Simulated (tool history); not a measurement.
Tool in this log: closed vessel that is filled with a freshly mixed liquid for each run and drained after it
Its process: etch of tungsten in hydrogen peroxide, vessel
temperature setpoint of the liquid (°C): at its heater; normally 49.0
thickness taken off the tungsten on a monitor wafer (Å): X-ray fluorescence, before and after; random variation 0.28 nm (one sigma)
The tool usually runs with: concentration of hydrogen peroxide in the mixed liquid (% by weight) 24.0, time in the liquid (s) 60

run   hour  temperature setpoint of the liquid (°C)  concentration of hydrogen peroxide in the mixed liquid (% by weight)  time in the liquid (s)  read-back film thickness of the tungsten reference wafer, read on the same gauge (nm)  thickness taken off the tungsten on a monitor wafer (Å)
  1    0.0                                     49.0                                                                  24.0                      60                                                                                  40.00                                                    676.3
  2   13.2                                     49.0                                                                  24.0                      60                                                                                  39.98                                                    675.6
  3   30.4                                     49.0                                                                  24.0                      60                                                                                  40.01                                                    677.3
  4   36.5                                     49.0                                                                  24.0                      35                                                                                  40.00                                                    392.0
  5   47.9                                     49.0                                                                  24.0                      35                                                                                  39.97                                                    391.5
  6   62.1                                     49.0                                                                  24.0                      60                                                                                  39.99                                                    669.5
  7   75.9                                     49.0                                                                  24.0                      60                                                                                  39.97                                                    670.8
  8   82.0                                     49.0                                                                  24.0                      60                                                                                  39.97                                                    668.7
  9   92.3                                     49.0                                                                  24.0                      60                                                                                  40.04                                                    669.2
 10  108.6                                     49.0                                                                  24.0                      60                                                                                  40.00                                                    674.5
 11  125.2                                     49.0                                                                  27.5                      60                                                                                  40.04                                                    716.4
     137.0  -- new drum of peroxide connected
 12  137.8                                     49.0                                                                  27.5                      60                                                                                  39.99                                                    713.0
 13  146.1                                     49.0                                                                  27.5                      60                                                                                  39.98                                                    714.3
 14  154.3                                     49.0                                                                  24.0                      60                                                                                  40.01                                                    667.2
     163.0  -- peroxide flow meter replaced
 15  169.1                                     42.0                                                                  21.5                      30                                                                                  39.97                                                    201.3
 16  178.1                                     41.5                                                                  19.5                      75                                                                                  39.98                                                    464.6
 17  189.3                                     42.0                                                                  21.5                      30                                                                                  40.00                                                    201.3
     189.3  -- gauge calibrated
 18  203.9                                     49.0                                                                  22.0                      60                                                                                  39.97                                                    635.5
 19  219.0                                     49.0                                                                  24.0                      90                                                                                  40.03                                                    991.1
 20  230.9                                     49.0                                                                  24.0                      60                                                                                  40.00                                                    661.3
 21  237.4                                     40.0                                                                  26.5                      35                                                                                  39.99                                                    226.6
 22  243.8                                     53.0                                                                  30.0                      60                                                                                  40.02                                                    948.9
     253.9  -- thermometer replaced
 23  258.0                                     40.0                                                                  24.0                      60                                                                                  39.96                                                    412.8
 24  269.4                                     49.0                                                                  24.0                      60                                                                                  40.03                                                    730.4
 25  279.4                                     40.5                                                                  24.0                      60                                                                                  40.01                                                    425.7
 26  286.1                                     49.0                                                                  24.0                      60                                                                                  39.99                                                    729.0
 27  301.3                                     40.5                                                                  28.0                      50                                                                                  40.00                                                    382.5
 28  318.1                                     49.0                                                                  24.0                      60                                                                                  40.00                                                    726.4
 29  328.9                                     49.0                                                                  24.0                      60                                                                                  40.03                                                    725.4
 30  335.1                                     49.0                                                                  20.5                      60                                                                                  39.98                                                    665.5

Pick out some run-to-run changes in thickness taken off the tungsten on a monitor wafer (Å). Of each, how much would a tool without hidden state show as well, from the settings, what came in and chance, and how much is left for the hidden state and any gauge scatter not in both results compared?
Unlogged tool condition in this case: liquid colder than its thermometer reads (K); peroxide flow below the setpoint (%); peroxide weaker than its label (%); gauge reads high (%).
Run 14 -> 15: temperature setpoint of the liquid (°C) 49.0 -> 42.0, concentration of hydrogen peroxide in the mixed liquid (% by weight) 24.0 -> 21.5, time in the liquid (s) 60 -> 30, peroxide flow meter replaced. thickness taken off the tungsten on a monitor wafer (Å) -465.9: hidden state +46.0, all else -511.9.
Run 21 -> 22: temperature setpoint of the liquid (°C) 40.0 -> 53.0, concentration of hydrogen peroxide in the mixed liquid (% by weight) 26.5 -> 30.0, time in the liquid (s) 35 -> 60. thickness taken off the tungsten on a monitor wafer (Å) +722.3: hidden state -76.0, all else +798.3.
Run 22 -> 23: temperature setpoint of the liquid (°C) 53.0 -> 40.0, concentration of hydrogen peroxide in the mixed liquid (% by weight) 30.0 -> 24.0, thermometer replaced. thickness taken off the tungsten on a monitor wafer (Å) -536.1: hidden state +101.7, all else -637.8.

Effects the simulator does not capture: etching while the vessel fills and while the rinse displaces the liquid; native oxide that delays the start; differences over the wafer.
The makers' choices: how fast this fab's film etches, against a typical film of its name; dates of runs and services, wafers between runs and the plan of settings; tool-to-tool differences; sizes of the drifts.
